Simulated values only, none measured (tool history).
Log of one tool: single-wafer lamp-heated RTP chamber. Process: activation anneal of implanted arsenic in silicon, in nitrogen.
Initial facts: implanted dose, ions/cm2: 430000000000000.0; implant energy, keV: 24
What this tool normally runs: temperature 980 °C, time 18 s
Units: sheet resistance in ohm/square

run	day	temperature	time	read-back reference wafer on the same gauge, sheet resistance	sheet resistance
1	0.000	989	18	223.83	236.08
2	2.883	989	18	223.88	236.02
3	6.383	980	18	224.20	236.96
# day 7.242: pyrometer window cleaned and pyrometer calibrated
4	8.792	980	18	224.31	237.31
# day 13.446: reflector plate cleaned
5	14.029	980	18	224.63	237.67
# day 15.717: gauge calibrated
6	16.625	980	18	222.92	235.60
# day 18.704: pyrometer window cleaned and pyrometer calibrated
7	20.642	961	21	222.73	236.22
8	23.267	980	24	222.85	235.55
9	27.238	972	14	223.07	237.75
10	31.358	999	28	223.08	232.59
# day 31.767: pyrometer window cleaned and pyrometer calibrated
11	34.008	966	10	223.15	238.81
12	36.221	980	18	223.27	236.99
13	40.492	988	24	223.39	234.93
14	43.488	962	10	223.56	239.38

Each run again, without the hidden state but with its own random variation kept:
The tool's hidden condition here consists of: true wafer temperature minus pyrometer reading, K; wafer temperature error from the tarnished reflector plate, K; gauge reads high (%).
run	sheet resistance
1	235.23
2	235.02
3	235.76
4	235.96
5	235.96
6	235.74
7	236.33
8	235.64
9	237.77
10	232.51
11	238.66
12	236.76
13	234.52
14	238.83
